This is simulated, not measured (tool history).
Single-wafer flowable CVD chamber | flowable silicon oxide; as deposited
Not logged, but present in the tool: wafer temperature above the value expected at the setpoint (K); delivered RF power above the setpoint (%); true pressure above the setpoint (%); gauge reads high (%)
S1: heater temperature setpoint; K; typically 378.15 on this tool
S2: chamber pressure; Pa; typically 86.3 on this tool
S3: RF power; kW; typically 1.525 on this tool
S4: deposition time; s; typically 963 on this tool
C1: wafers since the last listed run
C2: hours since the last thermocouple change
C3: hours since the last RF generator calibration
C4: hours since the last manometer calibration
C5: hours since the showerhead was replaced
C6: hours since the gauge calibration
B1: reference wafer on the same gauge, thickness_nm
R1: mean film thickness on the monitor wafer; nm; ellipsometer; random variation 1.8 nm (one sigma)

{"run": 1, "hour": 0.0, "S1": 378.15, "S2": 86.3, "S3": 1.525, "S4": 963, "C1": 0, "C2": 1386.2, "C3": 1425.5, "C4": 1444, "C5": 5047.4, "C6": 40.5, "B1": 358.25, "R1": 303.414}
{"run": 2, "hour": 17.6, "S1": 378.15, "S2": 86.3, "S3": 1.525, "S4": 963, "C1": 36, "C2": 1403.8, "C3": 1443.1, "C4": 1461.6, "C5": 5065, "C6": 58.1, "B1": 358.721, "R1": 305.376}
{"run": 3, "hour": 49.1, "S1": 378.15, "S2": 86.3, "S3": 1.525, "S4": 963, "C1": 66, "C2": 1435.3, "C3": 1474.6, "C4": 1493.1, "C5": 5096.5, "C6": 89.6, "B1": 358.004, "R1": 304.37}
{"run": 4, "hour": 69.8, "S1": 378.15, "S2": 81.7, "S3": 1.525, "S4": 963, "C1": 43, "C2": 1456, "C3": 1495.3, "C4": 1513.8, "C5": 5117.2, "C6": 110.3, "B1": 357.61, "R1": 286.742}
{"run": 5, "hour": 103.8, "S1": 378.15, "S2": 81.7, "S3": 1.525, "S4": 963, "C1": 71, "C2": 1490, "C3": 1529.3, "C4": 1547.8, "C5": 5151.2, "C6": 144.3, "B1": 357.788, "R1": 289.513}
{"run": 6, "hour": 120.4, "S1": 378.15, "S2": 81.7, "S3": 1.525, "S4": 963, "C1": 34, "C2": 1506.6, "C3": 1545.9, "C4": 1564.4, "C5": 5167.8, "C6": 160.9, "B1": 358.589, "R1": 287.328}
{"run": 7, "hour": 142.9, "S1": 378.15, "S2": 86.3, "S3": 1.525, "S4": 963, "C1": 47, "C2": 1529.1, "C3": 1568.4, "C4": 1586.9, "C5": 5190.3, "C6": 183.4, "B1": 358.49, "R1": 304.363}
{"run": 8, "hour": 225.7, "S1": 378.15, "S2": 86.3, "S3": 1.525, "S4": 963, "C1": 173, "C2": 1611.9, "C3": 1651.2, "C4": 1669.7, "C5": 5273.1, "C6": 266.2, "B1": 357.906, "R1": 303.161}
{"run": 9, "hour": 238.7, "S1": 378.15, "S2": 86.3, "S3": 1.525, "S4": 963, "C1": 27, "C2": 1624.9, "C3": 1664.2, "C4": 1682.7, "C5": 5286.1, "C6": 279.2, "B1": 357.659, "R1": 307.389}
{"run": 10, "hour": 258.2, "S1": 378.15, "S2": 86.3, "S3": 1.525, "S4": 963, "C1": 40, "C2": 1644.4, "C3": 1683.7, "C4": 1702.2, "C5": 5305.6, "C6": 298.7, "B1": 358.445, "R1": 301.279}
{"hour": 277.5, "done": "capacitance manometer re-zeroed and calibrated"}
{"run": 11, "hour": 287.6, "S1": 369.15, "S2": 86.3, "S3": 1.525, "S4": 963, "C1": 44, "C2": 1673.8, "C3": 1713.1, "C4": 10.1, "C5": 5335, "C6": 328.1, "B1": 357.864, "R1": 436.644}
{"run": 12, "hour": 313.1, "S1": 378.15, "S2": 81.7, "S3": 1.525, "S4": 963, "C1": 53, "C2": 1699.3, "C3": 1738.6, "C4": 35.6, "C5": 5360.5, "C6": 353.6, "B1": 357.096, "R1": 315.445}
{"run": 13, "hour": 333.8, "S1": 368.15, "S2": 86.3, "S3": 1.785, "S4": 1030, "C1": 43, "C2": 1720, "C3": 1759.3, "C4": 56.3, "C5": 5381.2, "C6": 374.3, "B1": 358.517, "R1": 502.216}
{"run": 14, "hour": 365.3, "S1": 378.15, "S2": 86.3, "S3": 1.525, "S4": 963, "C1": 66, "C2": 1751.5, "C3": 1790.8, "C4": 87.8, "C5": 5412.7, "C6": 405.8, "B1": 358.62, "R1": 328.937}
{"run": 15, "hour": 388.9, "S1": 378.15, "S2": 75.2, "S3": 1.44, "S4": 963, "C1": 49, "C2": 1775.1, "C3": 1814.4, "C4": 111.4, "C5": 5436.3, "C6": 429.4, "B1": 358.08, "R1": 281.941}
{"hour": 403.5, "done": "gauge calibrated"}
{"run": 16, "hour": 404.6, "S1": 378.15, "S2": 86.3, "S3": 1.525, "S4": 963, "C1": 32, "C2": 1790.8, "C3": 1830.1, "C4": 127.1, "C5": 5452, "C6": 1.1, "B1": 357.692, "R1": 332.704}
{"hour": 423.1, "done": "showerhead replaced, of another model than before"}
{"hour": 440.3, "done": "RF generator calibrated"}
{"run": 17, "hour": 440.8, "S1": 378.15, "S2": 86.3, "S3": 1.735, "S4": 1021, "C1": 42, "C2": 1827, "C3": 0.5, "C4": 163.3, "C5": 17.7, "C6": 37.3, "B1": 358.142, "R1": 365.491}
{"run": 18, "hour": 454.9, "S1": 369.15, "S2": 67.5, "S3": 1.425, "S4": 1104, "C1": 29, "C2": 1841.1, "C3": 14.6, "C4": 177.4, "C5": 31.8, "C6": 51.4, "B1": 358.335, "R1": 402.725}
{"hour": 466.7, "done": "thermocouple changed; heater temperature recalibrated"}
{"run": 19, "hour": 481.8, "S1": 390.15, "S2": 66.3, "S3": 1.42, "S4": 854, "C1": 39, "C2": 15.1, "C3": 41.5, "C4": 204.3, "C5": 58.7, "C6": 78.3, "B1": 358.009, "R1": 169.615}
{"run": 20, "hour": 514.3, "S1": 378.15, "S2": 107.2, "S3": 1.525, "S4": 842, "C1": 68, "C2": 47.6, "C3": 74, "C4": 236.8, "C5": 91.2, "C6": 110.8, "B1": 357.929, "R1": 338.309}
{"run": 21, "hour": 529.2, "S1": 373.15, "S2": 74.1, "S3": 1.525, "S4": 1109, "C1": 31, "C2": 62.5, "C3": 88.9, "C4": 251.7, "C5": 106.1, "C6": 125.7, "B1": 357.898, "R1": 392.964}
{"run": 22, "hour": 555.5, "S1": 365.15, "S2": 76.3, "S3": 1.525, "S4": 1028, "C1": 55, "C2": 88.8, "C3": 115.2, "C4": 278, "C5": 132.4, "C6": 152, "B1": 357.568, "R1": 472.699}
{"run": 23, "hour": 631.4, "S1": 365.15, "S2": 76.3, "S3": 1.525, "S4": 1028, "C1": 159, "C2": 164.7, "C3": 191.1, "C4": 353.9, "C5": 208.3, "C6": 227.9, "B1": 357.857, "R1": 468.703}

Forecast each of these 5 alternatives for the next run:
{"run": "A", "hour": 632.1, "S1": 378.15, "S2": 86.3, "S3": 1.525, "S4": 963, "C1": 1, "C2": 165.4, "C3": 191.8, "C4": 354.6, "C5": 209, "C6": 228.6, "B1": "?", "R1": "?"}
{"run": "B", "hour": 632.1, "S1": 364.15, "S2": 97.1, "S3": 1.7, "S4": 871, "C1": 1, "C2": 165.4, "C3": 191.8, "C4": 354.6, "C5": 209, "C6": 228.6, "B1": "?", "R1": "?"}
{"run": "C", "hour": 632.1, "S1": 378.15, "S2": 80.5, "S3": 1.525, "S4": 963, "C1": 1, "C2": 165.4, "C3": 191.8, "C4": 354.6, "C5": 209, "C6": 228.6, "B1": "?", "R1": "?"}
{"run": "D", "hour": 632.1, "S1": 369.15, "S2": 86.3, "S3": 1.235, "S4": 838, "C1": 1, "C2": 165.4, "C3": 191.8, "C4": 354.6, "C5": 209, "C6": 228.6, "B1": "?", "R1": "?"}
{"run": "E", "hour": 632.1, "S1": 390.15, "S2": 73.5, "S3": 1.525, "S4": 963, "C1": 1, "C2": 165.4, "C3": 191.8, "C4": 354.6, "C5": 209, "C6": 228.6, "B1": "?", "R1": "?"}

run=A B1=358.025 R1=326.252
run=B B1=358.025 R1=503.475
run=C B1=358.025 R1=311.371
run=D B1=358.025 R1=327.945
run=E B1=358.025 R1=208.823
Without the tool's unlogged condition, the same runs would have read:
run=A R1=336.014
run=B R1=518.54
run=C R1=320.778
run=D R1=337.757
run=E R1=215.311

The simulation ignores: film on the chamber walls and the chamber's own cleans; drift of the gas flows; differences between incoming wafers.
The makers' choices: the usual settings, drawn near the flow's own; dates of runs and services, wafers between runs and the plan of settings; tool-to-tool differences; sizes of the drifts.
